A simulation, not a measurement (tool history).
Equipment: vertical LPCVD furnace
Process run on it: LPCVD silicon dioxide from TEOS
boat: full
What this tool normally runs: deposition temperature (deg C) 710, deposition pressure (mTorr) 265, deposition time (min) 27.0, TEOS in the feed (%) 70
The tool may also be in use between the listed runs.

run     day  deposition temperature (deg C)  deposition pressure (mTorr)  deposition time (min)  TEOS in the feed (%)  wafers since the last listed run  hours since the last temperature calibration  hours since the pressure gauge was zeroed  hours since the TEOS flow controller was replaced  hours since the gauge calibration  read-back reference wafer on the same gauge, thickness  film thickness on the monitor wafer in the middle of the boat (angstrom)
  1   0.000                             710                          265                   27.0                    70                                 0                                        2502.3                                     2072.3                                             4866.3                             1497.0                                                  190.90                                                                    2288.5
  2   2.400                             710                          265                   27.0                    70                               634                                        2559.9                                     2129.9                                             4923.9                             1554.6                                                  191.10                                                                    2297.4
  3   4.192                             710                          265                   27.0                    70                               473                                        2602.9                                     2172.9                                             4966.9                             1597.6                                                  191.04                                                                    2294.5
  4   6.808                             710                          265                   27.0                    70                               692                                        2665.7                                     2235.7                                             5029.7                             1660.4                                                  191.11                                                                    2305.6
  5  11.267                             710                          265                   19.0                    70                              1179                                        2772.7                                     2342.7                                             5136.7                             1767.4                                                  190.92                                                                    1621.2
  6  14.654                             710                          265                   27.0                    70                               896                                        2854.0                                     2424.0                                             5218.0                             1848.7                                                  191.00                                                                    2305.6
  7  18.833                             710                          265                   27.0                    70                              1105                                        2954.3                                     2524.3                                             5318.3                             1949.0                                                  190.86                                                                    2296.3
  8  23.075                             710                          265                   27.0                    70                              1122                                        3056.1                                     2626.1                                             5420.1                             2050.8                                                  190.91                                                                    2309.5
  9  29.854                             710                          265                   27.0                    70                              1793                                        3218.8                                     2788.8                                             5582.8                             2213.5                                                  191.06                                                                    2303.8
 10  32.392                             710                          265                   27.0                    70                               671                                        3279.7                                     2849.7                                             5643.7                             2274.4                                                  191.05                                                                    2306.6
 11  36.167                             710                          265                   27.0                    70                               998                                        3370.3                                     2940.3                                             5734.3                             2365.0                                                  191.12                                                                    2316.2
 12  40.579                             710                          265                   27.0                    70                              1167                                        3476.2                                     3046.2                                             5840.2                             2470.9                                                  191.25                                                                    2315.3
 13  42.875                             710                          265                   27.0                    70                               607                                        3531.3                                     3101.3                                             5895.3                             2526.0                                                  190.93                                                                    2309.3
 14  46.412                             710                          265                   27.0                    70                               935                                        3616.2                                     3186.2                                             5980.2                             2610.9                                                  190.99                                                                    2313.2
     47.675  -- gauge calibrated
 15  49.546                             702                          265                   27.0                    75                               828                                        3691.4                                     3261.4                                             6055.4                               44.9                                                  191.06                                                                    1996.5
 16  52.162                             710                          265                   20.5                    77                               692                                        3754.2                                     3324.2                                             6118.2                              107.7                                                  191.20                                                                    1840.8
 17  53.817                             710                          265                   27.0                    70                               437                                        3793.9                                     3363.9                                             6157.9                              147.4                                                  190.93                                                                    2322.0
     56.025  -- thermocouples replaced and temperature profile calibrated
 18  64.104                             710                          265                   27.0                    70                              2457                                         193.9                                     3610.8                                             6404.8                              394.3                                                  190.98                                                                    2226.3
 19  67.821                             702                          265                   22.5                    81                               983                                         283.1                                     3700.0                                             6494.0                              483.5                                                  190.99                                                                    1665.5
 20  69.862                             710                          245                   18.0                    80                               540                                         332.1                                     3749.0                                             6543.0                              532.5                                                  191.02                                                                    1524.6
     71.700  -- TEOS flow controller replaced
 21  72.192                             719                          265                   27.0                    70                               351                                         388.0                                     3804.9                                               11.8                              588.4                                                  191.01                                                                    2713.8
     74.125  -- pressure gauge zeroed
 22  75.308                             710                          265                   35.0                    82                               559                                         462.8                                       28.4                                               86.6                              663.2                                                  190.79                                                                    3183.1
 23  79.050                             707                          265                   33.0                    70                               989                                         552.6                                      118.2                                              176.4                              753.0                                                  191.16                                                                    2588.8
 24  82.171                             710                          265                   27.0                    56                               825                                         627.5                                      193.1                                              251.3                              827.9                                                  190.87                                                                    2033.0
 25  83.933                             710                          205                   27.0                    70                               466                                         669.8                                      235.4                                              293.6                              870.2                                                  190.85                                                                    1997.1
 26  90.800                             710                          265                   36.5                    70                              1816                                         834.6                                      400.2                                              458.4                             1035.0                                                  191.12                                                                    3078.6
 27  93.162                             710                          265                   27.0                    70                               625                                         891.3                                      456.9                                              515.1                             1091.7                                                  191.17                                                                    2264.8
 28  95.221                             719                          245                   27.0                    70                               544                                         940.7                                      506.3                                              564.5                             1141.1                                                  190.98                                                                    2673.2

Below, each run's measurement less what the same run would have read without the hidden state. Both values contain the same run-to-run variation, but the gauge's scatter may not be the same in both:
Unlogged tool condition in this case: true tube temperature minus thermocouple reading, K; true pressure minus gauge reading, mTorr; deviation of the TEOS flow from its setpoint, %; gauge reads high (%).
run  film thickness on the monitor wafer in the middle of the boat (angstrom)
  1                                                                     +48.9
  2                                                                     +50.1
  3                                                                     +50.7
  4                                                                     +52.1
  5                                                                     +37.9
  6                                                                     +55.4
  7                                                                     +57.0
  8                                                                     +59.3
  9                                                                     +62.4
 10                                                                     +63.7
 11                                                                     +65.8
 12                                                                     +68.0
 13                                                                     +68.9
 14                                                                     +70.9
 15                                                                     +64.1
 16                                                                     +58.9
 17                                                                     +75.1
 18                                                                     -20.4
 19                                                                     -16.8
 20                                                                     -19.0
 21                                                                     -31.5
 22                                                                     +30.8
 23                                                                     +25.8
 24                                                                     +20.6
 25                                                                     +20.7
 26                                                                     +33.2
 27                                                                     +24.8
 28                                                                     +29.3
